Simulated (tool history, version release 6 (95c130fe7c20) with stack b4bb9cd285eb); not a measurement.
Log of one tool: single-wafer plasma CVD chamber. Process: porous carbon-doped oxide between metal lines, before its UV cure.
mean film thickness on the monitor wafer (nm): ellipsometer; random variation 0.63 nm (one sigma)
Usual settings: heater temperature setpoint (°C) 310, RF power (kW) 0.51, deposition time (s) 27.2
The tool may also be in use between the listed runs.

| run | hour | heater temperature setpoint (°C) | RF power (kW) | deposition time (s) | read-back reference wafer on the same gauge, thickness_nm | mean film thickness on the monitor wafer (nm) |
|---|---|---|---|---|---|---|
| 1 | 0 | 298 | 0.51 | 23.4 | 136.021 | 142.332 |
| 2 | 47.2 | 320 | 0.51 | 27.2 | 135.963 | 148.446 |
| 3 | 94.9 | 320 | 0.51 | 27.2 | 136.119 | 148.033 |
| 4 | 157.1 | 320 | 0.51 | 27.2 | 135.995 | 147.817 |
|  | 167.7 | thermocouple changed; heater temperature recalibrated |
|  | 174.4 | RF generator calibrated |
| 5 | 201.4 | 310 | 0.51 | 27.2 | 136.135 | 151.227 |
| 6 | 230.1 | 310 | 0.51 | 27.2 | 135.931 | 150.778 |
| 7 | 266.9 | 310 | 0.51 | 24.7 | 136.112 | 137.1 |
| 8 | 318.8 | 310 | 0.51 | 24.7 | 135.916 | 137.831 |
| 9 | 361.7 | 310 | 0.51 | 24.7 | 135.92 | 137.681 |
| 10 | 402.8 | 310 | 0.455 | 27.2 | 135.98 | 140.802 |
| 11 | 455 | 310 | 0.455 | 27.2 | 135.992 | 140.258 |
| 12 | 500.8 | 310 | 0.58 | 27.2 | 136.035 | 163.955 |
| 13 | 545.6 | 310 | 0.58 | 27.2 | 136.019 | 165.814 |
| 14 | 570.9 | 310 | 0.51 | 27.2 | 135.932 | 151.563 |
|  | 600.1 | gauge calibrated |
| 15 | 624.2 | 310 | 0.51 | 27.2 | 136.179 | 152.981 |
| 16 | 682.5 | 310 | 0.51 | 25.6 | 136.012 | 143.305 |
| 17 | 750.8 | 299 | 0.42 | 27.2 | 136.244 | 141.355 |
| 18 | 820.9 | 303 | 0.6 | 27.2 | 135.889 | 176.517 |
| 19 | 877.2 | 310 | 0.51 | 27.2 | 136.081 | 152.691 |
|  | 907.5 | showerhead replaced, of another model than before |
| 20 | 980.6 | 306 | 0.475 | 24.8 | 135.996 | 138.821 |
|  | 1008.8 | RF generator calibrated |
| 21 | 1047.7 | 300 | 0.44 | 31.5 | 135.868 | 175.017 |
| 22 | 1077.2 | 301 | 0.51 | 32.2 | 136.06 | 191.094 |
|  | 1086.7 | thermocouple changed; heater temperature recalibrated |
| 23 | 1169.4 | 310 | 0.42 | 22.6 | 136 | 116.148 |
| 24 | 1220.5 | 310 | 0.51 | 27.2 | 135.907 | 152.476 |
| 25 | 1267.4 | 296 | 0.51 | 25.7 | 135.942 | 154.883 |
| 26 | 1316.1 | 310 | 0.51 | 27.2 | 136.048 | 152.439 |
| 27 | 1354.1 | 310 | 0.51 | 27.2 | 135.965 | 152.35 |
| 28 | 1401.6 | 310 | 0.51 | 27.2 | 135.992 | 152.38 |
| 29 | 1457.5 | 301 | 0.51 | 32.2 | 135.929 | 188.71 |
|  | 1457.8 | gauge calibrated |
| 30 | 1527.5 | 310 | 0.43 | 27.2 | 135.875 | 140.623 |
| 31 | 1596.7 | 302 | 0.48 | 25.7 | 136.062 | 145.63 |
| 32 | 1624.9 | 310 | 0.51 | 27.2 | 136.024 | 153.261 |

Some steps in mean film thickness on the monitor wafer (nm) between neighbouring runs. How much of each would the tool show without its hidden state too (settings, what came in, random variation), and how much is left for the hidden state, with any gauge scatter that isn't in both results?
The hidden state here: wafer temperature above the value expected at the setpoint (K); delivered RF power above the setpoint (%); gauge reads high (%).
Run 4 -> 5: heater temperature setpoint (°C) 320 -> 310, thermocouple changed; heater temperature recalibrated, RF generator calibrated. mean film thickness on the monitor wafer (nm) +3.41: hidden state -3.645, all else +7.055.
Run 20 -> 21: heater temperature setpoint (°C) 306 -> 300, RF power (kW) 0.475 -> 0.44, deposition time (s) 24.8 -> 31.5, RF generator calibrated. mean film thickness on the monitor wafer (nm) +36.196: hidden state +1.209, all else +34.987.
Run 22 -> 23: heater temperature setpoint (°C) 301 -> 310, RF power (kW) 0.51 -> 0.42, deposition time (s) 32.2 -> 22.6, thermocouple changed; heater temperature recalibrated. mean film thickness on the monitor wafer (nm) -74.946: hidden state -3.631, all else -71.315.
Run 28 -> 29: heater temperature setpoint (°C) 310 -> 301, deposition time (s) 27.2 -> 32.2. mean film thickness on the monitor wafer (nm) +36.33: hidden state +0.396, all else +35.934.
Run 29 -> 30: heater temperature setpoint (°C) 301 -> 310, RF power (kW) 0.51 -> 0.43, deposition time (s) 32.2 -> 27.2, gauge calibrated. mean film thickness on the monitor wafer (nm) -48.087: hidden state -0.073, all else -48.014.

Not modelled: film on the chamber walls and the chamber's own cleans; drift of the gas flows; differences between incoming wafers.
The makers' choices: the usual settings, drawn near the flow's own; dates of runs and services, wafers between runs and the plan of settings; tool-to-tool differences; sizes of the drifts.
